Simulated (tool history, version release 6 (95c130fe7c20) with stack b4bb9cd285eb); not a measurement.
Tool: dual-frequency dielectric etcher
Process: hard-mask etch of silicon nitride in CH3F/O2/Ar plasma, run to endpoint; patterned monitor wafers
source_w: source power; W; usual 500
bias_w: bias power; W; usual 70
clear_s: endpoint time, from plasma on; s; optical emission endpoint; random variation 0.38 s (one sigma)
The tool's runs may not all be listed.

run	day	source_w	bias_w	wafers since the last listed run	hours since the last wet clean	hours since the last source power generator calibration	hours since the last bias power generator calibration	hours since the last upper electrode change	incoming incoming film thickness, nm	clear_s
1	0	500	70	0	333.6	1455	1261.5	1942.7	37.73	54.4
2	2.329	500	70	708	389.5	1510.9	1317.4	1998.6	37.9	55.1
3	3.379	500	70	319	414.7	1536.1	1342.6	2023.8	37.46	54.7
# day 6.296: wet clean of the chamber
4	12.071	540	80	2340	138.6	1744.7	1551.2	2232.4	37.66	48.7
5	13.75	540	80	510	178.9	1785	1591.5	2272.7	37.86	50.6
6	16.733	500	70	907	250.5	1856.6	1663.1	2344.3	37.77	54.9
7	18.692	500	70	595	297.5	1903.6	1710.1	2391.3	37.59	54.7
8	20.017	500	70	403	329.3	1935.4	1741.9	2423.1	37.44	54.6
9	21.996	450	75	602	376.8	1982.9	1789.4	2470.6	37.6	55.5
10	24.804	500	70	854	444.2	2050.3	1856.8	2538	37.38	54.6
# day 26.625: wet clean of the chamber
11	27.296	500	70	453	16.1	2110.1	1916.6	2597.8	37.8	52.7
12	28.338	500	70	316	41.1	2135.1	1941.6	2622.8	37.91	54
13	30.917	470	70	784	103	2197	2003.5	2684.7	37.18	53.9
# day 34.446: upper electrode replaced
14	34.467	500	59	775	188.2	2282.2	2088.7	0.5	37.51	57.1
15	35.196	500	70	221	205.7	2299.7	2106.2	18	37.1	52.4
16	37.842	500	70	805	269.2	2363.2	2169.7	81.5	37.65	53.7
17	38.983	500	62	347	296.6	2390.6	2197.1	108.9	38.09	57.9
18	41.467	500	70	755	356.2	2450.2	2256.7	168.5	37.66	54.9
# day 42.708: source power generator calibrated
19	43.221	420	87	483	398.3	12.3	2298.8	210.6	37.83	55
# day 43.471: bias power generator calibrated
20	44.354	500	78	294	425.5	39.5	21.2	237.8	37.6	52.8
21	46.979	540	86	798	488.5	102.5	84.2	300.8	37.95	50.8
# day 49.746: wet clean of the chamber
22	55.525	450	64	2296	138.7	307.6	289.3	505.9	37.58	57.9
23	56.729	500	70	366	167.6	336.5	318.2	534.8	37.98	53.6
24	57.75	580	57	310	192.1	361	342.7	559.3	37.85	54.6
25	60.188	390	80	741	250.6	419.5	401.2	617.8	37.97	57.9
26	61.846	570	82	504	290.4	459.3	441	657.6	37.3	49
27	63.829	450	70	603	338	506.9	488.6	705.2	38.01	57.5
28	65.621	400	55	545	381	549.9	531.6	748.2	37.34	64.8
# day 73.542: wet clean of the chamber
29	73.979	440	54	2239	10.5	750.5	732.2	948.8	37.69	60.8
30	75.579	500	79	486	48.9	788.9	770.6	987.2	37.86	51.5
31	77.108	380	83	465	85.6	825.6	807.3	1023.9	37.58	57
32	78.362	500	63	381	115.7	855.7	837.4	1054	37.5	55.8
33	80.579	470	70	674	168.9	908.9	890.6	1107.2	37.92	54.8

4 ways to go on from here, each from the tool as it stands after run 33. What would each give?
A	80.596	500	70	5	169.3	909.3	891	1107.6	37.78	?
B	80.596	500	58	5	169.3	909.3	891	1107.6	37.78	?
C	80.596	400	87	5	169.3	909.3	891	1107.6	37.78	?
D	80.596	460	82	5	169.3	909.3	891	1107.6	37.78	?

run	clear_s
A	53.7
B	57.4
C	54.3
D	52.5
Without the tool's hidden state the same runs would have given:
run	clear_s
A	52.7
B	56.3
C	53.3
D	51.5

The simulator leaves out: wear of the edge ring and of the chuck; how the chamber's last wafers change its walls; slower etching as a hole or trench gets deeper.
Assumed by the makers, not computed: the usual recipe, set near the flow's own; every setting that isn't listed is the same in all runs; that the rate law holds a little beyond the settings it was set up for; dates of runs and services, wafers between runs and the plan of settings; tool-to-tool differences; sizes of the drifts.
